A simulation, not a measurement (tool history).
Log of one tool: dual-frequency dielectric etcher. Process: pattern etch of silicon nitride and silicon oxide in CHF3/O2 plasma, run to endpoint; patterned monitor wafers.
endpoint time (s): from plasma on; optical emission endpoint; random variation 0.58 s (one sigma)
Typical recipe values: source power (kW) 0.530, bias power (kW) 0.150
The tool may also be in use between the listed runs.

| run | hour | source power (kW) | bias power (kW) | wafers since the last listed run | hours since the last wet clean | hours since the last source power generator calibration | hours since the last bias power generator calibration | hours since the last upper electrode change | incoming incoming film thickness, nm | endpoint time (s) |
|---|---|---|---|---|---|---|---|---|---|---|
| 1 | 0.0 | 0.530 | 0.150 | 0 | 422.2 | 4067.1 | 638.9 | 2701.6 | 210.9 | 145.9 |
| 2 | 66.0 | 0.530 | 0.150 | 642 | 488.2 | 4133.1 | 704.9 | 2767.6 | 210.7 | 146.6 |
|  | 98.1 | wet clean of the chamber |
| 3 | 129.0 | 0.530 | 0.150 | 379 | 30.9 | 4196.1 | 767.9 | 2830.6 | 212.3 | 148.3 |
| 4 | 176.3 | 0.530 | 0.150 | 460 | 78.2 | 4243.4 | 815.2 | 2877.9 | 211.5 | 148.2 |
| 5 | 216.7 | 0.530 | 0.150 | 393 | 118.6 | 4283.8 | 855.6 | 2918.3 | 211.7 | 148.1 |
| 6 | 386.2 | 0.480 | 0.150 | 1649 | 288.1 | 4453.3 | 1025.1 | 3087.8 | 212.1 | 153.7 |
| 7 | 429.4 | 0.480 | 0.150 | 420 | 331.3 | 4496.5 | 1068.3 | 3131.0 | 211.5 | 153.0 |
| 8 | 491.2 | 0.480 | 0.150 | 601 | 393.1 | 4558.3 | 1130.1 | 3192.8 | 213.2 | 153.4 |
| 9 | 556.8 | 0.450 | 0.170 | 638 | 458.7 | 4623.9 | 1195.7 | 3258.4 | 211.8 | 152.9 |
|  | 602.2 | wet clean of the chamber |
| 10 | 621.2 | 0.450 | 0.170 | 393 | 19.0 | 4688.3 | 1260.1 | 3322.8 | 211.4 | 153.2 |
| 11 | 685.8 | 0.450 | 0.170 | 628 | 83.6 | 4752.9 | 1324.7 | 3387.4 | 213.0 | 154.8 |
| 12 | 736.9 | 0.530 | 0.137 | 497 | 134.7 | 4804.0 | 1375.8 | 3438.5 | 210.7 | 149.7 |
|  | 792.5 | upper electrode replaced |
| 13 | 793.0 | 0.530 | 0.137 | 312 | 190.8 | 4860.1 | 1431.9 | 0.5 | 211.6 | 150.0 |
| 14 | 812.8 | 0.530 | 0.137 | 192 | 210.6 | 4879.9 | 1451.7 | 20.3 | 214.1 | 151.4 |
| 15 | 882.5 | 0.640 | 0.163 | 678 | 280.3 | 4949.6 | 1521.4 | 90.0 | 213.9 | 135.3 |
|  | 890.0 | bias power generator calibrated |
| 16 | 935.7 | 0.530 | 0.150 | 478 | 333.5 | 5002.8 | 45.7 | 143.2 | 214.0 | 148.6 |
| 17 | 995.5 | 0.530 | 0.150 | 582 | 393.3 | 5062.6 | 105.5 | 203.0 | 209.2 | 145.9 |
| 18 | 1042.6 | 0.530 | 0.123 | 458 | 440.4 | 5109.7 | 152.6 | 250.1 | 213.5 | 153.8 |
| 19 | 1067.6 | 0.530 | 0.150 | 243 | 465.4 | 5134.7 | 177.6 | 275.1 | 211.2 | 145.5 |
| 20 | 1103.2 | 0.620 | 0.150 | 346 | 501.0 | 5170.3 | 213.2 | 310.7 | 212.7 | 137.1 |
|  | 1117.3 | source power generator calibrated |
|  | 1160.5 | wet clean of the chamber |
| 21 | 1161.0 | 0.470 | 0.120 | 290 | 0.5 | 43.7 | 271.0 | 368.5 | 209.7 | 162.2 |
| 22 | 1212.0 | 0.650 | 0.133 | 496 | 51.5 | 94.7 | 322.0 | 419.5 | 211.1 | 140.2 |

Run 23 is up next; what results do you expect?
| 23 | 1417.7 | 0.610 | 0.132 | 2002 | 257.2 | 300.4 | 527.7 | 625.2 | 210.9 | ? |

For run 23 the tool returned endpoint time (s) 141.8.
Had the tool carried no hidden state, the very same run would have given endpoint time (s) 142.9.
